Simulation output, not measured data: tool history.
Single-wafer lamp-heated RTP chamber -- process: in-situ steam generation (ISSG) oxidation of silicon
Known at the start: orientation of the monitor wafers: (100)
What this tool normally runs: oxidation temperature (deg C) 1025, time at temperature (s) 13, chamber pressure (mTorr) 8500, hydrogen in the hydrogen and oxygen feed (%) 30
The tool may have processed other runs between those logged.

run,hour,oxidation temperature (deg C),time at temperature (s),chamber pressure (mTorr),hydrogen in the hydrogen and oxygen feed (%),"read-back reference wafer on the same gauge, thickness",oxide thickness on the monitor wafer (Å)
1,0,1025,13,9300,30,6.112,55.52
2,23.9,1025,15,8500,26,6.108,57.86
3,52.8,1025,15,8500,26,6.109,58.51
4,74.3,1025,13,9600,30,6.11,55.59
5,110,1025,13,8500,26,6.111,54.14
6,124.3,1025,13,8500,26,6.121,54.72
7,142.3,1025,12,8500,30,6.11,54.42
8,178.6,1025,12,8500,30,6.114,55.15
# hour 201.8: pyrometer window cleaned and pyrometer calibrated
9,202.3,1025,12,8500,30,6.11,53.56
10,210.6,1035,13,8500,30,6.112,57.97
11,233.4,1025,13,7000,30,6.11,55.91
12,257.5,1025,13,8500,30,6.106,55.86
# hour 289.5: hydrogen flow controller replaced
13,290,1025,13,8500,30,6.112,56.03
14,315.2,1025,13,8500,22,6.118,52.21
15,348.1,1045,13,9400,32,6.119,61.44
# hour 391.7: pressure gauge zeroed
16,392.2,1035,13,7300,22,6.106,54.72
17,412.3,1025,17,8500,21,6.108,58.67
18,446.2,1008,9,8900,20,6.104,40.61
19,476.3,1034,18,9500,24,6.119,64.79
# hour 477.4: gauge calibrated
# hour 503.1: pyrometer window cleaned and pyrometer calibrated
20,505.4,1010,18,7200,32,6.112,61.97

Run 21 is up next; what results do you expect?
21,518,1025,13,9500,32,?,?

Run 21 produced read-back reference wafer on the same gauge, thickness 6.106, oxide thickness on the monitor wafer (Å) 55.18.
Take away the tool's hidden state, keep the run-to-run variation as it was, and the same run would have given oxide thickness on the monitor wafer (Å) 54.65.
